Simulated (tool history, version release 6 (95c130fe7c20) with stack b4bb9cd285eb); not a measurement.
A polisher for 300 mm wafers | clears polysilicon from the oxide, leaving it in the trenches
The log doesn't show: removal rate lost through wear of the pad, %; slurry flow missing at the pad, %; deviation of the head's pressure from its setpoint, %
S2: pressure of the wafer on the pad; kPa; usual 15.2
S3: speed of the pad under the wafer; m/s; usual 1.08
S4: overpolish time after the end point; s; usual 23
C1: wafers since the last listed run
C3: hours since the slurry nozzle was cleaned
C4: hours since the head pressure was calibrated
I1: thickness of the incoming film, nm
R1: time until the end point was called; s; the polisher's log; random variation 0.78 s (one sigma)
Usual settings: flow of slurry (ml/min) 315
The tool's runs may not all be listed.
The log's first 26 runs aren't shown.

{"run": 27, "hour": 344.5, "flow of slurry (ml/min)": 315, "S2": 17.9, "S3": 1.08, "S4": 23, "C1": 68, "wafers polished on this pad": 711, "C3": 62.8, "C4": 23.8, "I1": 749.0, "R1": 60.3}
{"run": 28, "hour": 378.1, "flow of slurry (ml/min)": 315, "S2": 15.2, "S3": 1.08, "S4": 23, "C1": 326, "wafers polished on this pad": 1037, "C3": 96.4, "C4": 57.4, "I1": 736.6, "R1": 63.8}
{"run": 29, "hour": 389.0, "flow of slurry (ml/min)": 405, "S2": 11.0, "S3": 1.36, "S4": 18, "C1": 105, "wafers polished on this pad": 1143, "C3": 107.3, "C4": 68.3, "I1": 748.5, "R1": 59.6}
{"hour": 393.5, "done": "worn pad replaced by a new one"}
{"run": 30, "hour": 400.5, "flow of slurry (ml/min)": 275, "S2": 15.2, "S3": 1.08, "S4": 23, "C1": 72, "wafers polished on this pad": 68, "C3": 118.8, "C4": 79.8, "I1": 742.6, "R1": 60.1}
{"run": 31, "hour": 410.6, "flow of slurry (ml/min)": 315, "S2": 17.2, "S3": 1.3, "S4": 23, "C1": 98, "wafers polished on this pad": 166, "C3": 128.9, "C4": 89.9, "I1": 749.4, "R1": 49.7}
{"run": 32, "hour": 417.4, "flow of slurry (ml/min)": 315, "S2": 15.2, "S3": 1.34, "S4": 23, "C1": 66, "wafers polished on this pad": 232, "C3": 135.7, "C4": 96.7, "I1": 747.5, "R1": 52.1}
{"run": 33, "hour": 429.8, "flow of slurry (ml/min)": 315, "S2": 20.7, "S3": 0.78, "S4": 23, "C1": 120, "wafers polished on this pad": 352, "C3": 148.1, "C4": 109.1, "I1": 747.2, "R1": 67.4}
{"run": 34, "hour": 446.9, "flow of slurry (ml/min)": 315, "S2": 15.2, "S3": 1.08, "S4": 37, "C1": 166, "wafers polished on this pad": 518, "C3": 165.2, "C4": 126.2, "I1": 756.9, "R1": 62.0}

Forecast each of these 5 alternatives for the next run:
{"run": "A", "hour": 447.3, "flow of slurry (ml/min)": 315, "S2": 15.2, "S3": 0.72, "S4": 23, "C1": 3, "wafers polished on this pad": 522, "C3": 165.6, "C4": 126.6, "I1": 754.2, "R1": "?"}
{"run": "B", "hour": 447.3, "flow of slurry (ml/min)": 235, "S2": 20.0, "S3": 1.42, "S4": 36, "C1": 3, "wafers polished on this pad": 522, "C3": 165.6, "C4": 126.6, "I1": 754.2, "R1": "?"}
{"run": "C", "hour": 447.3, "flow of slurry (ml/min)": 280, "S2": 15.2, "S3": 1.08, "S4": 23, "C1": 3, "wafers polished on this pad": 522, "C3": 165.6, "C4": 126.6, "I1": 754.2, "R1": "?"}
{"run": "D", "hour": 447.3, "flow of slurry (ml/min)": 410, "S2": 15.2, "S3": 1.08, "S4": 11, "C1": 3, "wafers polished on this pad": 522, "C3": 165.6, "C4": 126.6, "I1": 754.2, "R1": "?"}
{"run": "E", "hour": 447.3, "flow of slurry (ml/min)": 315, "S2": 15.2, "S3": 1.2, "S4": 14, "C1": 3, "wafers polished on this pad": 522, "C3": 165.6, "C4": 126.6, "I1": 754.2, "R1": "?"}

run=A R1=79.4
run=B R1=49.7
run=C R1=63.0
run=D R1=59.8
run=E R1=57.4
Without the tool's hidden state the same runs would have given:
run=A R1=76.1
run=B R1=47.6
run=C R1=60.4
run=D R1=57.4
run=E R1=55.0
